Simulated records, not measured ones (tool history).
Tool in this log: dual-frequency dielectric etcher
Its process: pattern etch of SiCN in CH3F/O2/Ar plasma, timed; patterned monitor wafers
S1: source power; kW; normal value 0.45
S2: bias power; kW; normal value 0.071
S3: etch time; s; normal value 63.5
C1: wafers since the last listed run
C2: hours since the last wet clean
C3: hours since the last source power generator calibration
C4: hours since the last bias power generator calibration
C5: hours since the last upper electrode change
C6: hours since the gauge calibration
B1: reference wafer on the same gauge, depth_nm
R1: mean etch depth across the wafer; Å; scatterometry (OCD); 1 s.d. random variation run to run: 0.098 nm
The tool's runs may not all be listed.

| run | hour | S1 | S2 | S3 | C1 | C2 | C3 | C4 | C5 | C6 | B1 | R1 |
|---|---|---|---|---|---|---|---|---|---|---|---|---|
| 1 | 0 | 0.41 | 0.071 | 63.5 | 0 | 452.1 | 5223.4 | 1616.4 | 1987.2 | 236.5 | 22.81 | 242.1 |
| 2 | 14 | 0.45 | 0.078 | 63.5 | 105 | 466.1 | 5237.4 | 1630.4 | 2001.2 | 250.5 | 22.81 | 266.8 |
|  | 50.7 | wet clean of the chamber |
| 3 | 51.2 | 0.45 | 0.078 | 63.5 | 99 | 0.5 | 5274.6 | 1667.6 | 2038.4 | 287.7 | 22.78 | 259.2 |
| 4 | 60.1 | 0.45 | 0.078 | 63.5 | 67 | 9.4 | 5283.5 | 1676.5 | 2047.3 | 296.6 | 22.82 | 257.7 |
| 5 | 82.4 | 0.45 | 0.059 | 63.5 | 168 | 31.7 | 5305.8 | 1698.8 | 2069.6 | 318.9 | 22.8 | 220.5 |
| 6 | 97 | 0.45 | 0.071 | 63.5 | 110 | 46.3 | 5320.4 | 1713.4 | 2084.2 | 333.5 | 22.82 | 245.5 |
| 7 | 127.5 | 0.45 | 0.071 | 63.5 | 230 | 76.8 | 5350.9 | 1743.9 | 2114.7 | 364 | 22.77 | 245.3 |
| 8 | 143.7 | 0.45 | 0.071 | 63.5 | 122 | 93 | 5367.1 | 1760.1 | 2130.9 | 380.2 | 22.8 | 248.3 |
| 9 | 209.3 | 0.45 | 0.071 | 63.5 | 495 | 158.6 | 5432.7 | 1825.7 | 2196.5 | 445.8 | 22.78 | 246.7 |
|  | 228.4 | source power generator calibrated |
| 10 | 232.5 | 0.45 | 0.071 | 63.5 | 145 | 181.8 | 4.1 | 1848.9 | 2219.7 | 469 | 22.79 | 249.1 |
| 11 | 263 | 0.45 | 0.071 | 63.5 | 230 | 212.3 | 34.6 | 1879.4 | 2250.2 | 499.5 | 22.79 | 249.4 |
| 12 | 287.5 | 0.45 | 0.071 | 63.5 | 185 | 236.8 | 59.1 | 1903.9 | 2274.7 | 524 | 22.8 | 249.7 |
| 13 | 311.1 | 0.45 | 0.071 | 63.5 | 178 | 260.4 | 82.7 | 1927.5 | 2298.3 | 547.6 | 22.81 | 249.1 |
| 14 | 330 | 0.45 | 0.071 | 63.5 | 142 | 279.3 | 101.6 | 1946.4 | 2317.2 | 566.5 | 22.78 | 250.6 |
| 15 | 358 | 0.45 | 0.071 | 63.5 | 211 | 307.3 | 129.6 | 1974.4 | 2345.2 | 594.5 | 22.8 | 251.5 |
| 16 | 381.6 | 0.38 | 0.062 | 63.5 | 178 | 330.9 | 153.2 | 1998 | 2368.8 | 618.1 | 22.82 | 212.3 |
|  | 398.5 | gauge calibrated |
| 17 | 415 | 0.35 | 0.063 | 46.5 | 252 | 364.3 | 186.6 | 2031.4 | 2402.2 | 16.5 | 22.81 | 149.2 |
|  | 440.7 | bias power generator calibrated |
| 18 | 441.2 | 0.45 | 0.071 | 63.5 | 167 | 390.5 | 212.8 | 0.5 | 2428.4 | 42.7 | 22.82 | 252.6 |
| 19 | 452.3 | 0.56 | 0.065 | 63.5 | 83 | 401.6 | 223.9 | 11.6 | 2439.5 | 53.8 | 22.82 | 268.6 |
| 20 | 466.2 | 0.45 | 0.071 | 63.5 | 105 | 415.5 | 237.8 | 25.5 | 2453.4 | 67.7 | 22.8 | 250.8 |
| 21 | 502 | 0.35 | 0.071 | 63.5 | 270 | 451.3 | 273.6 | 61.3 | 2489.2 | 103.5 | 22.81 | 221.6 |
| 22 | 525.4 | 0.45 | 0.071 | 63.5 | 176 | 474.7 | 297 | 84.7 | 2512.6 | 126.9 | 22.81 | 252.6 |
| 23 | 560.4 | 0.55 | 0.063 | 69.5 | 264 | 509.7 | 332 | 119.7 | 2547.6 | 161.9 | 22.78 | 288 |
|  | 586.3 | wet clean of the chamber |
|  | 590.9 | upper electrode replaced |
| 24 | 595.6 | 0.35 | 0.063 | 46.5 | 49 | 9.3 | 367.2 | 154.9 | 4.7 | 197.1 | 22.81 | 146.9 |
| 25 | 617.6 | 0.52 | 0.08 | 45.5 | 166 | 31.3 | 389.2 | 176.9 | 26.7 | 219.1 | 22.8 | 203.2 |
| 26 | 655.8 | 0.45 | 0.054 | 63.5 | 288 | 69.5 | 427.4 | 215.1 | 64.9 | 257.3 | 22.8 | 212.6 |
| 27 | 688.7 | 0.45 | 0.076 | 63.5 | 248 | 102.4 | 460.3 | 248 | 97.8 | 290.2 | 22.78 | 258 |
| 28 | 716.2 | 0.55 | 0.071 | 50.5 | 207 | 129.9 | 487.8 | 275.5 | 125.3 | 317.7 | 22.81 | 220.8 |
| 29 | 737.9 | 0.49 | 0.071 | 75.5 | 164 | 151.6 | 509.5 | 297.2 | 147 | 339.4 | 22.81 | 309 |
| 30 | 750.5 | 0.37 | 0.064 | 79.5 | 95 | 164.2 | 522.1 | 309.8 | 159.6 | 352 | 22.78 | 265.4 |

3 options for the next run, each taken on its own from the tool as it stands now. Forecast them:
| A | 750.9 | 0.45 | 0.071 | 63.5 | 3 | 164.6 | 522.5 | 310.2 | 160 | 352.4 | ? | ? |
| B | 750.9 | 0.34 | 0.071 | 79.5 | 3 | 164.6 | 522.5 | 310.2 | 160 | 352.4 | ? | ? |
| C | 750.9 | 0.45 | 0.071 | 46 | 3 | 164.6 | 522.5 | 310.2 | 160 | 352.4 | ? | ? |

| run | B1 | R1 |
|---|---|---|
| A | 22.8 | 249.3 |
| B | 22.8 | 267 |
| C | 22.8 | 180.6 |
Without the tool's unlogged condition, the same runs would have read:
| run | R1 |
|---|---|
| A | 246.3 |
| B | 263.8 |
| C | 178.4 |
